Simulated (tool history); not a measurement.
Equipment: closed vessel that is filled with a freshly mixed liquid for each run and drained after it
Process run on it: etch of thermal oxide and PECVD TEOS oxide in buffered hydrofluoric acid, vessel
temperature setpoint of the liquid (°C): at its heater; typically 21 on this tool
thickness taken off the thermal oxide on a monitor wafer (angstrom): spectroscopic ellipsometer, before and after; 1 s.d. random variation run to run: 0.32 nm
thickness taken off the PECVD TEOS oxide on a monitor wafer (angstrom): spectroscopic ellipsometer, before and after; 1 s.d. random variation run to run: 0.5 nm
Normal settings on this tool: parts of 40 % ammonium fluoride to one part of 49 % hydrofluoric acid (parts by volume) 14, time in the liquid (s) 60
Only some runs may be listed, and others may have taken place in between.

run	hour	temperature setpoint of the liquid (°C)	parts of 40 % ammonium fluoride to one part of 49 % hydrofluoric acid (parts by volume)	time in the liquid (s)	read-back film thickness of the thermal oxide reference wafer, read on the same gauge (nm)	read-back film thickness of the PECVD TEOS oxide reference wafer, read on the same gauge (nm)	thickness taken off the thermal oxide on a monitor wafer (angstrom)	thickness taken off the PECVD TEOS oxide on a monitor wafer (angstrom)
1	0	21	14	60	150.01	149.99	476.4	1440.7
2	23.5	21	11.5	60	150	150.01	581.7	1743.1
3	45.7	21	11.5	60	149.99	150	581.7	1737.4
4	66.1	21	14	60	149.97	150.01	482.6	1441.6
5	101.6	21	14	60	149.99	150.03	476.9	1448.1
6	117.8	21	14	60	150.04	150.01	485.8	1454.7
7	151.9	21	14	60	150.03	150	479.3	1450.9
8	176.8	21	14	60	150.04	150.03	488.8	1452
9	209.3	21	14	60	150	150	489.4	1463.4
# hour 211.6: gauge calibrated
10	230.9	21	14	60	150.03	150.01	493.7	1468.6
# hour 243.8: thermometer replaced
11	253.2	21	14	60	150	149.96	435.7	1311.4
12	282	21	14	60	150.01	149.98	431.9	1323.6
13	308.7	21	16	60	150	150.03	385.8	1158.3
14	327.5	23.5	19.5	60	150.07	149.98	371.1	1101.8
15	353.6	21	14	80	149.98	150.05	589.1	1772.2
16	368.8	21	14	60	150.04	150.03	436.1	1326
17	402.8	17	12.5	60	149.99	149.96	393.3	1190.4
18	434.5	21	14	60	150	150.01	447.3	1337.3
# hour 490.7: hydrofluoric acid flow meter replaced
19	536.4	21	14	60	149.94	149.99	403.6	1235.7
20	563.9	21	18.5	60	150.02	150	312	938.3
21	583.6	21	18	30	150.01	150.02	160.6	481.2
22	608.2	19	8.5	35	150.03	149.96	341.3	1023.5
23	630.9	26	16.5	30	150.03	150	231.7	693
24	650.9	21	10	60	150.01	149.96	571.8	1717.8
25	666	24	17	30	149.99	150.02	201.4	608.7
26	701.2	17	14	60	149.99	150	331	1008.1

Alternative continuations, all from the tool just after run 26; predict every row:
A	701.9	21	14	60	?	?	?	?
B	701.9	24	12	60	?	?	?	?
C	701.9	19	8.5	50	?	?	?	?
D	701.9	19	16	30	?	?	?	?

run	read-back film thickness of the thermal oxide reference wafer, read on the same gauge (nm)	read-back film thickness of the PECVD TEOS oxide reference wafer, read on the same gauge (nm)	thickness taken off the thermal oxide on a monitor wafer (angstrom)	thickness taken off the PECVD TEOS oxide on a monitor wafer (angstrom)
A	149.94	149.98	411.3	1258.5
B	149.94	149.98	563.9	1725.5
C	149.94	149.98	485.7	1486.1
D	149.94	149.98	161.3	493.5
Take away the tool's hidden state, keep each run's random variation, and the runs would have read:
run	thickness taken off the thermal oxide on a monitor wafer (angstrom)	thickness taken off the PECVD TEOS oxide on a monitor wafer (angstrom)
A	387.4	1185.2
B	531.5	1626.3
C	456	1395.2
D	151.8	464.5
